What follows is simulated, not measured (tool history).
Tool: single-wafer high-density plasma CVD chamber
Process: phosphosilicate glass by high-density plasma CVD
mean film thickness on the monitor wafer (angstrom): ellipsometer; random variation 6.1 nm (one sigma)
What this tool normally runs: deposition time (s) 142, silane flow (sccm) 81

run	hour	deposition time (s)	silane flow (sccm)	wafers since the last listed run	hours since the silane flow controller was replaced	hours since the gauge calibration	read-back reference wafer on the same gauge, thickness_nm	mean film thickness on the monitor wafer (angstrom)
1	0.0	142	81	0	1704.8	17.0	1174.552	11334.10
2	18.8	142	81	134	1723.6	35.8	1170.800	11216.97
3	39.4	142	81	147	1744.2	56.4	1170.150	11454.37
4	67.2	142	81	198	1772.0	84.2	1165.126	11212.32
5	96.0	142	81	205	1800.8	113.0	1162.818	11305.06
6	123.1	142	81	193	1827.9	140.1	1160.571	11161.45
7	149.0	142	81	184	1853.8	166.0	1158.127	11151.32
8	171.7	142	72	162	1876.5	188.7	1158.762	9878.13
9	207.1	142	72	252	1911.9	224.1	1152.444	10010.09
10	230.8	142	72	169	1935.6	247.8	1151.850	9798.30
11	320.5	156	81	640	2025.3	337.5	1147.653	12232.75
12	351.5	142	81	221	2056.3	368.5	1148.812	11071.54
13	384.4	142	81	234	2089.2	401.4	1145.178	11083.19
14	398.3	142	81	99	2103.1	415.3	1145.830	11099.63
15	411.5	142	93	94	2116.3	428.5	1145.098	12681.21
16	425.5	149	93	99	2130.3	442.5	1146.705	13346.55
17	457.8	149	93	230	2162.6	474.8	1144.232	13474.00
18	476.7	142	81	134	2181.5	493.7	1142.109	11121.62
19	506.5	142	81	212	2211.3	523.5	1142.384	11097.01
# hour 516.2: silane flow controller replaced
20	522.9	142	81	59	6.7	539.9	1140.823	11091.54
21	539.6	142	91	119	23.4	556.6	1141.547	12492.80
22	561.9	142	81	159	45.7	578.9	1139.665	11074.62
23	585.2	151	81	166	69.0	602.2	1138.185	11814.29
24	617.5	142	81	230	101.3	634.5	1140.210	11053.14
25	638.5	142	81	149	122.3	655.5	1140.552	11108.04
26	659.5	158	66	149	143.3	676.5	1139.601	9941.92
27	689.3	153	81	212	173.1	706.3	1139.975	11935.37
28	715.4	142	81	186	199.2	732.4	1140.034	10928.93
29	732.4	142	90	121	216.2	749.4	1138.985	12342.77
30	804.9	142	81	517	288.7	821.9	1139.362	10937.91
31	836.6	142	81	226	320.4	853.6	1139.008	10929.95
32	860.4	142	81	169	344.2	877.4	1137.908	11037.77
# hour 864.0: gauge calibrated
33	889.4	142	89	207	373.2	25.4	1175.018	12505.69
34	920.2	142	81	219	404.0	56.2	1172.986	11329.11
35	937.2	118	89	121	421.0	73.2	1171.095	10402.69
36	952.0	167	71	105	435.8	88.0	1167.014	11602.49
37	987.1	142	81	250	470.9	123.1	1165.749	11258.48
38	1001.1	165	75	99	484.9	137.1	1163.344	12132.81
39	1033.9	153	95	234	517.7	169.9	1158.822	14128.03
40	1056.1	142	81	158	539.9	192.1	1159.025	11201.64
41	1074.5	169	81	131	558.3	210.5	1156.882	13378.51
42	1100.7	142	81	187	584.5	236.7	1154.735	11093.65
43	1114.2	142	67	96	598.0	250.2	1155.558	9326.82
44	1149.4	114	70	251	633.2	285.4	1152.398	7742.36
45	1172.6	155	72	165	656.4	308.6	1152.529	10853.33

List, for all runs, the conditions of the tool that the log does not record:
delivered silane flow above the setpoint (%): 0 at every run
H1: gauge reads high (%)
run	H1
1	-0.475
2	-0.691
3	-0.91
4	-1.18
5	-1.43
6	-1.65
7	-1.83
8	-1.98
9	-2.19
10	-2.32
11	-2.7
12	-2.81
13	-2.91
14	-2.95
15	-2.98
16	-3.02
17	-3.09
18	-3.13
19	-3.19
20	-3.22
21	-3.25
22	-3.28
23	-3.32
24	-3.36
25	-3.38
26	-3.41
27	-3.44
28	-3.46
29	-3.47
30	-3.52
31	-3.54
32	-3.55
33	-0.396
34	-0.731
35	-0.9
36	-1.04
37	-1.34
38	-1.45
39	-1.68
40	-1.83
41	-1.94
42	-2.08
43	-2.15
44	-2.32
45	-2.42
